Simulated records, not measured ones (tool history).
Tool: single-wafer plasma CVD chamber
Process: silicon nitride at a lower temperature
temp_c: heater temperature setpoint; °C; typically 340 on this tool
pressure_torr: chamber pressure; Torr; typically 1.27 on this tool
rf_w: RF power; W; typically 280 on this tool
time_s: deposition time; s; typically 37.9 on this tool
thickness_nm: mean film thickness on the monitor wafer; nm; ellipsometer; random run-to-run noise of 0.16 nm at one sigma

| run | hour | temp_c | pressure_torr | rf_w | time_s | wafers since the last listed run | hours since the last thermocouple change | hours since the last RF generator calibration | hours since the last manometer calibration | hours since the showerhead was replaced | hours since the gauge calibration | read-back reference wafer on the same gauge, thickness_nm | thickness_nm |
|---|---|---|---|---|---|---|---|---|---|---|---|---|---|
| 1 | 0 | 340 | 1.27 | 245 | 37.9 | 0 | 825.8 | 662.7 | 1286.3 | 3570.1 | 1087.9 | 36.2 | 34.999 |
|  | 183.7 | thermocouple changed; heater temperature recalibrated |
| 2 | 239.2 | 340 | 1.19 | 280 | 37.9 | 3281 | 55.5 | 901.9 | 1525.5 | 3809.3 | 1327.1 | 36.191 | 38.174 |
| 3 | 341.1 | 340 | 1.19 | 280 | 37.9 | 1446 | 157.4 | 1003.8 | 1627.4 | 3911.2 | 1429 | 36.242 | 38.506 |
| 4 | 403.9 | 340 | 1.27 | 280 | 37.9 | 891 | 220.2 | 1066.6 | 1690.2 | 3974 | 1491.8 | 36.219 | 39.048 |
|  | 511.5 | capacitance manometer re-zeroed and calibrated |
| 5 | 512 | 340 | 1.27 | 280 | 37.9 | 1420 | 328.3 | 1174.7 | 0.5 | 4082.1 | 1599.9 | 36.22 | 37.936 |
|  | 540.7 | gauge calibrated |
| 6 | 583.8 | 340 | 1.27 | 280 | 37.9 | 1019 | 400.1 | 1246.5 | 72.3 | 4153.9 | 43.1 | 36.185 | 37.94 |
| 7 | 691.3 | 340 | 1.27 | 280 | 37.9 | 1525 | 507.6 | 1354 | 179.8 | 4261.4 | 150.6 | 36.209 | 37.961 |
|  | 705.4 | RF generator calibrated |
| 8 | 758.5 | 340 | 1.27 | 280 | 37.9 | 840 | 574.8 | 53.1 | 247 | 4328.6 | 217.8 | 36.218 | 39.096 |
| 9 | 796.7 | 340 | 1.27 | 280 | 37.9 | 542 | 613 | 91.3 | 285.2 | 4366.8 | 256 | 36.19 | 39.14 |
| 10 | 841.7 | 340 | 1.27 | 280 | 37.9 | 638 | 658 | 136.3 | 330.2 | 4411.8 | 301 | 36.209 | 39.331 |
| 11 | 891.1 | 340 | 1.27 | 280 | 37.9 | 701 | 707.4 | 185.7 | 379.6 | 4461.2 | 350.4 | 36.2 | 39.023 |
| 12 | 952.2 | 331 | 1.57 | 330 | 34 | 867 | 768.5 | 246.8 | 440.7 | 4522.3 | 411.5 | 36.202 | 42.039 |
| 13 | 1032.7 | 345 | 0.98 | 280 | 37.9 | 1142 | 849 | 327.3 | 521.2 | 4602.8 | 492 | 36.129 | 36.356 |
| 14 | 1123.4 | 340 | 1.27 | 240 | 37.9 | 1287 | 939.7 | 418 | 611.9 | 4693.5 | 582.7 | 36.226 | 34.75 |
|  | 1201 | showerhead replaced |
| 15 | 1201.5 | 328 | 1.15 | 305 | 40 | 994 | 1017.8 | 496.1 | 690 | 0.5 | 660.8 | 36.175 | 43.156 |
| 16 | 1247.7 | 340 | 1.27 | 300 | 37.9 | 655 | 1064 | 542.3 | 736.2 | 46.7 | 707 | 36.158 | 41.06 |
|  | 1268.8 | thermocouple changed; heater temperature recalibrated |
| 17 | 1334.5 | 340 | 1.27 | 280 | 37.9 | 1118 | 65.7 | 629.1 | 823 | 133.5 | 793.8 | 36.244 | 39.126 |
| 18 | 1376 | 340 | 1.27 | 240 | 45.4 | 588 | 107.2 | 670.6 | 864.5 | 175 | 835.3 | 36.149 | 41.542 |
| 19 | 1424.4 | 349 | 1.51 | 260 | 42.1 | 686 | 155.6 | 719 | 912.9 | 223.4 | 883.7 | 36.238 | 42.928 |
| 20 | 1477.4 | 331 | 1.02 | 280 | 37.9 | 752 | 208.6 | 772 | 965.9 | 276.4 | 936.7 | 36.229 | 37.145 |
| 21 | 1518.4 | 340 | 1.27 | 280 | 37.9 | 581 | 249.6 | 813 | 1006.9 | 317.4 | 977.7 | 36.193 | 38.987 |
| 22 | 1601.1 | 328 | 1.15 | 305 | 40 | 1173 | 332.3 | 895.7 | 1089.6 | 400.1 | 1060.4 | 36.212 | 42.993 |
| 23 | 1705.7 | 345 | 1.19 | 265 | 41.4 | 1484 | 436.9 | 1000.3 | 1194.2 | 504.7 | 1165 | 36.212 | 39.977 |
|  | 1805.4 | gauge calibrated |
|  | 1950.4 | RF generator calibrated |
| 24 | 2001.6 | 347 | 1.16 | 280 | 41.7 | 4085 | 732.8 | 51.2 | 1490.1 | 800.6 | 196.2 | 36.159 | 42.148 |
| 25 | 2100.6 | 345 | 0.99 | 260 | 40.8 | 1405 | 831.8 | 150.2 | 1589.1 | 899.6 | 295.2 | 36.206 | 37.256 |
| 26 | 2141.1 | 340 | 1.27 | 230 | 43.4 | 574 | 872.3 | 190.7 | 1629.6 | 940.1 | 335.7 | 36.209 | 38.556 |
| 27 | 2177.7 | 352 | 1.36 | 295 | 37.9 | 519 | 908.9 | 227.3 | 1666.2 | 976.7 | 372.3 | 36.15 | 41.699 |
| 28 | 2224.2 | 345 | 1.27 | 280 | 32.2 | 659 | 955.4 | 273.8 | 1712.7 | 1023.2 | 418.8 | 36.218 | 33.796 |
|  | 2283.3 | capacitance manometer re-zeroed and calibrated |
|  | 2292.3 | thermocouple changed; heater temperature recalibrated |
| 29 | 2329 | 340 | 1.27 | 280 | 37.9 | 1260 | 36.7 | 378.6 | 45.7 | 1128 | 523.6 | 36.211 | 38.68 |

Branching from run 29: 3 alternative next runs. What would each branch give?
| A | 2329.4 | 340 | 1.27 | 280 | 37.9 | 5 | 37.1 | 379 | 46.1 | 1128.4 | 524 | ? | ? |
| B | 2329.4 | 345 | 1.27 | 280 | 34.2 | 5 | 37.1 | 379 | 46.1 | 1128.4 | 524 | ? | ? |
| C | 2329.4 | 353 | 1.14 | 325 | 43 | 5 | 37.1 | 379 | 46.1 | 1128.4 | 524 | ? | ? |

| run | read-back reference wafer on the same gauge, thickness_nm | thickness_nm |
|---|---|---|
| A | 36.161 | 38.683 |
| B | 36.161 | 34.841 |
| C | 36.161 | 47.383 |
Stripped of hidden state, with their random variation kept, the same runs would have yielded:
| run | thickness_nm |
|---|---|
| A | 38.992 |
| B | 35.119 |
| C | 47.758 |

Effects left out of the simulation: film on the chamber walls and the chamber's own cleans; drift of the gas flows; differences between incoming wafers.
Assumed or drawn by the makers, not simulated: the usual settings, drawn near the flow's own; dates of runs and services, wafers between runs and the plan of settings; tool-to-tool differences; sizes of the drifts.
